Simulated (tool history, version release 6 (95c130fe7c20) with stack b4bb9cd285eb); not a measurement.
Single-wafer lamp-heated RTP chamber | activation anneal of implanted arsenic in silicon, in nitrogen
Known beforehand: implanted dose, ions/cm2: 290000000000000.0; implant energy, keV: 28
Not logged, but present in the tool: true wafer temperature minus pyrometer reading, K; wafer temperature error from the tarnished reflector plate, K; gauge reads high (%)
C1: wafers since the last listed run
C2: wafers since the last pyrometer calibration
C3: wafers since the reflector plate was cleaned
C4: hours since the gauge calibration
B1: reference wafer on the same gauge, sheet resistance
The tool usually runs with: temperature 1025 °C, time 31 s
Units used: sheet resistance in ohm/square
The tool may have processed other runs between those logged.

{"run": 1, "hour": 0.0, "temperature": 1025, "time": 31, "C1": 0, "C2": 2154, "C3": 62, "C4": 753.8, "B1": 301.06, "sheet resistance": 272.78}
{"run": 2, "hour": 43.6, "temperature": 1025, "time": 31, "C1": 725, "C2": 2880, "C3": 788, "C4": 797.4, "B1": 301.28, "sheet resistance": 272.04}
{"run": 3, "hour": 182.8, "temperature": 1016, "time": 31, "C1": 2315, "C2": 5195, "C3": 3103, "C4": 936.6, "B1": 301.04, "sheet resistance": 272.92}
{"hour": 194.3, "done": "pyrometer window cleaned and pyrometer calibrated"}
{"run": 4, "hour": 249.4, "temperature": 1025, "time": 31, "C1": 974, "C2": 916, "C3": 4078, "C4": 1003.2, "B1": 301.02, "sheet resistance": 271.88}
{"run": 5, "hour": 273.9, "temperature": 1025, "time": 31, "C1": 407, "C2": 1323, "C3": 4486, "C4": 1027.7, "B1": 301.04, "sheet resistance": 271.72}
{"run": 6, "hour": 306.9, "temperature": 1025, "time": 31, "C1": 548, "C2": 1872, "C3": 5035, "C4": 1060.7, "B1": 301.08, "sheet resistance": 272.05}
{"run": 7, "hour": 348.7, "temperature": 1034, "time": 21, "C1": 695, "C2": 2568, "C3": 5730, "C4": 1102.5, "B1": 301.03, "sheet resistance": 273}
{"run": 8, "hour": 391.4, "temperature": 1025, "time": 31, "C1": 710, "C2": 3278, "C3": 6441, "C4": 1145.2, "B1": 301.04, "sheet resistance": 272.2}
{"run": 9, "hour": 417.2, "temperature": 1038, "time": 31, "C1": 429, "C2": 3707, "C3": 6870, "C4": 1171, "B1": 301.1, "sheet resistance": 271.55}
{"run": 10, "hour": 457.0, "temperature": 1038, "time": 31, "C1": 662, "C2": 4369, "C3": 7532, "C4": 1210.8, "B1": 300.87, "sheet resistance": 270.96}
{"hour": 472.2, "done": "pyrometer window cleaned and pyrometer calibrated"}
{"run": 11, "hour": 528.9, "temperature": 1025, "time": 31, "C1": 1063, "C2": 943, "C3": 8595, "C4": 1282.7, "B1": 300.92, "sheet resistance": 272.46}
{"run": 12, "hour": 589.5, "temperature": 1025, "time": 31, "C1": 1008, "C2": 1951, "C3": 9603, "C4": 1343.3, "B1": 300.91, "sheet resistance": 271.3}
{"hour": 607.4, "done": "reflector plate cleaned"}
{"run": 13, "hour": 706.1, "temperature": 1025, "time": 31, "C1": 1806, "C2": 3758, "C3": 1642, "C4": 1459.9, "B1": 301.15, "sheet resistance": 272.07}
{"hour": 744.3, "done": "pyrometer window cleaned and pyrometer calibrated"}
{"run": 14, "hour": 760.6, "temperature": 1025, "time": 31, "C1": 773, "C2": 270, "C3": 2415, "C4": 1514.4, "B1": 300.98, "sheet resistance": 272.78}
{"run": 15, "hour": 811.3, "temperature": 1025, "time": 31, "C1": 843, "C2": 1114, "C3": 3259, "C4": 1565.1, "B1": 300.79, "sheet resistance": 271.96}
{"run": 16, "hour": 847.7, "temperature": 1053, "time": 43, "C1": 605, "C2": 1719, "C3": 3864, "C4": 1601.5, "B1": 301, "sheet resistance": 266.99}
{"run": 17, "hour": 917.0, "temperature": 1009, "time": 31, "C1": 1152, "C2": 2872, "C3": 5017, "C4": 1670.8, "B1": 300.88, "sheet resistance": 274.19}
{"run": 18, "hour": 949.5, "temperature": 1043, "time": 31, "C1": 540, "C2": 3413, "C3": 5558, "C4": 1703.3, "B1": 300.85, "sheet resistance": 270.72}
{"run": 19, "hour": 1004.4, "temperature": 1045, "time": 15, "C1": 913, "C2": 4326, "C3": 6471, "C4": 1758.2, "B1": 300.86, "sheet resistance": 273.42}
{"run": 20, "hour": 1039.6, "temperature": 1016, "time": 16, "C1": 585, "C2": 4912, "C3": 7057, "C4": 1793.4, "B1": 301.01, "sheet resistance": 275.73}
{"hour": 1083.7, "done": "gauge calibrated"}
{"hour": 1096.9, "done": "pyrometer window cleaned and pyrometer calibrated"}
{"run": 21, "hour": 1104.7, "temperature": 1044, "time": 46, "C1": 949, "C2": 129, "C3": 8007, "C4": 21, "B1": 300.99, "sheet resistance": 267.69}
{"run": 22, "hour": 1174.4, "temperature": 1007, "time": 47, "C1": 1159, "C2": 1288, "C3": 9166, "C4": 90.7, "B1": 300.97, "sheet resistance": 271.67}
{"hour": 1188.9, "done": "reflector plate cleaned"}
{"run": 23, "hour": 1223.9, "temperature": 1009, "time": 31, "C1": 690, "C2": 1979, "C3": 581, "C4": 140.2, "B1": 301.28, "sheet resistance": 273.07}
{"run": 24, "hour": 1251.1, "temperature": 1040, "time": 49, "C1": 452, "C2": 2431, "C3": 1034, "C4": 167.4, "B1": 301.08, "sheet resistance": 268.3}
{"run": 25, "hour": 1278.5, "temperature": 1025, "time": 31, "C1": 455, "C2": 2887, "C3": 1490, "C4": 194.8, "B1": 300.78, "sheet resistance": 272.1}
{"run": 26, "hour": 1372.1, "temperature": 1008, "time": 37, "C1": 1557, "C2": 4444, "C3": 3047, "C4": 288.4, "B1": 301.18, "sheet resistance": 272.94}
{"hour": 1385.9, "done": "pyrometer window cleaned and pyrometer calibrated"}
{"run": 27, "hour": 1398.1, "temperature": 1043, "time": 31, "C1": 299, "C2": 202, "C3": 3346, "C4": 314.4, "B1": 301.07, "sheet resistance": 270.19}
{"run": 28, "hour": 1455.2, "temperature": 1044, "time": 46, "C1": 949, "C2": 1152, "C3": 4296, "C4": 371.5, "B1": 300.74, "sheet resistance": 267.83}
{"run": 29, "hour": 1481.4, "temperature": 1014, "time": 31, "C1": 435, "C2": 1588, "C3": 4732, "C4": 397.7, "B1": 301.04, "sheet resistance": 273.01}
{"run": 30, "hour": 1545.9, "temperature": 1003, "time": 49, "C1": 1073, "C2": 2661, "C3": 5805, "C4": 462.2, "B1": 300.85, "sheet resistance": 272.43}

Describe how what the log doesn't record of the tool's condition differs between the last listed run preceding each entry between runs and the first listed run following it.
Logged between run 3 and run 4: pyrometer window cleaned and pyrometer calibrated (hour 194.3)
  nothing in the hidden state changes from one run to the other
Logged between run 10 and run 11: pyrometer window cleaned and pyrometer calibrated (hour 472.2)
  nothing in the hidden state changes from one run to the other
Logged between run 12 and run 13: reflector plate cleaned (hour 607.4)
  nothing in the hidden state changes from one run to the other
Logged between run 13 and run 14: pyrometer window cleaned and pyrometer calibrated (hour 744.3)
  nothing in the hidden state changes from one run to the other
Logged between run 20 and run 21: gauge calibrated (hour 1083.7); pyrometer window cleaned and pyrometer calibrated (hour 1096.9)
  nothing in the hidden state changes from one run to the other
Logged between run 22 and run 23: reflector plate cleaned (hour 1188.9)
  nothing in the hidden state changes from one run to the other
Logged between run 26 and run 27: pyrometer window cleaned and pyrometer calibrated (hour 1385.9)
  nothing in the hidden state changes from one run to the other
